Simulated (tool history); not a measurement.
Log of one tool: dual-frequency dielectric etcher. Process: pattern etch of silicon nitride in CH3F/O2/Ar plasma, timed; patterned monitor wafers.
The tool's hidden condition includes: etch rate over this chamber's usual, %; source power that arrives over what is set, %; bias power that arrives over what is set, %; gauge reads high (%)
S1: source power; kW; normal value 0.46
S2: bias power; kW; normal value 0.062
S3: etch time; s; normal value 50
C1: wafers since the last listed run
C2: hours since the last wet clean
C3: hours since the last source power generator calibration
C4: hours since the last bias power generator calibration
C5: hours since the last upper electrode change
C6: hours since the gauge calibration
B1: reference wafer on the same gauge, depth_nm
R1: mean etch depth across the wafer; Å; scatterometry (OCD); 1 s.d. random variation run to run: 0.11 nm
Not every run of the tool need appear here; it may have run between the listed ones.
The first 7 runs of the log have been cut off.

run    hour    S1     S2    S3    C1     C2      C3      C4      C5      C6     B1     R1
      366.7  -- upper electrode replaced
  8   367.2  0.52  0.077  42.5    23   25.9   317.9  2604.4     0.5   850.1   34.6  303.6
  9     389  0.46  0.049    39   362   47.7   339.7  2626.2    22.3   871.9  34.57  219.6
 10   456.3  0.46  0.078    50  1120    115     407  2693.5    89.6   939.2  34.58  340.8
 11   565.7  0.34  0.062    43  1821  224.4   516.4  2802.9     199  1048.6  34.51  226.9
 12     714  0.36  0.062    50  2469  372.7   664.7  2951.2   347.3  1196.9  34.48  272.4
 13   748.7  0.46  0.062    50   577  407.4   699.4  2985.9     382  1231.6  34.49  307.3
 14   811.4  0.55  0.076    50  1044  470.1   762.1  3048.6   444.7  1294.3  34.47  362.7
      868.6  -- wet clean of the chamber
 15   869.1  0.46  0.068  61.5   561    0.5   819.8  3106.3   502.4    1352  34.46  393.6
 16     894  0.46  0.062    50   414   25.4   844.7  3131.2   527.3  1376.9  34.45  307.1
      919.5  -- gauge calibrated
 17   925.7  0.42  0.062    50   527   57.1   876.4  3162.9     559     6.2  35.88  305.8
 18   966.7  0.46  0.062    50   682   98.1   917.4  3203.9     600    47.2  35.74  319.5
     1005.4  -- bias power generator calibrated
 19  1159.2  0.51  0.047    46  3138  290.6  1109.9   153.8   792.5   239.7  35.26  273.4
 20  1206.9  0.52  0.055    50   794  338.3  1157.6   201.5   840.2   287.4  35.18  319.9
 21  1234.5  0.42  0.074    62   459  365.9  1185.2   229.1   867.8     315  35.14    399
 22  1290.5  0.46   0.07    50   932  421.9  1241.2   285.1   923.8     371  35.04  328.2
 23  1342.1  0.58  0.074    62   859  473.5  1292.8   336.7   975.4   422.6     35  463.9
     1395.2  -- wet clean of the chamber
 24  1395.7  0.46  0.069  37.5   492    0.5  1346.4   390.3    1029   476.2  34.91  243.3
 25  1414.8   0.5  0.055    63   318   19.6  1365.5   409.4  1048.1   495.3  34.85  388.3
 26  1459.5  0.42  0.062  60.5   744   64.3  1410.2   454.1  1092.8     540  34.83  359.7
 27  1494.8  0.46  0.062    50   587   99.6  1445.5   489.4  1128.1   575.3  34.77  311.1
 28  1531.3  0.56  0.072  39.5   607  136.1    1482   525.9  1164.6   611.8  34.75  284.2
 29  1567.7  0.55  0.057    41   606  172.5  1518.4   562.3    1201   648.2  34.73  268.8
 30    1596  0.46  0.062  41.5   471  200.8  1546.7   590.6  1229.3   676.5  34.72  257.2

4 options for the next run, each taken on its own from the tool as it stands now. Forecast them:
  A  1596.4   0.4  0.062    50   6  201.2  1547.1  591  1229.7  676.9   ?   ?
  B  1596.4   0.4  0.057  64.5   6  201.2  1547.1  591  1229.7  676.9   ?   ?
  C  1596.4  0.46  0.072    45   6  201.2  1547.1  591  1229.7  676.9   ?   ?
  D  1596.4  0.51  0.052    44   6  201.2  1547.1  591  1229.7  676.9   ?   ?

run     B1     R1
  A  34.73  289.4
  B  34.73  361.2
  C  34.73  295.7
  D  34.73  267.8
Had the tool no hidden state, the same runs would have come out as:
run     R1
  A  299.3
  B  373.5
  C  305.8
  D    277

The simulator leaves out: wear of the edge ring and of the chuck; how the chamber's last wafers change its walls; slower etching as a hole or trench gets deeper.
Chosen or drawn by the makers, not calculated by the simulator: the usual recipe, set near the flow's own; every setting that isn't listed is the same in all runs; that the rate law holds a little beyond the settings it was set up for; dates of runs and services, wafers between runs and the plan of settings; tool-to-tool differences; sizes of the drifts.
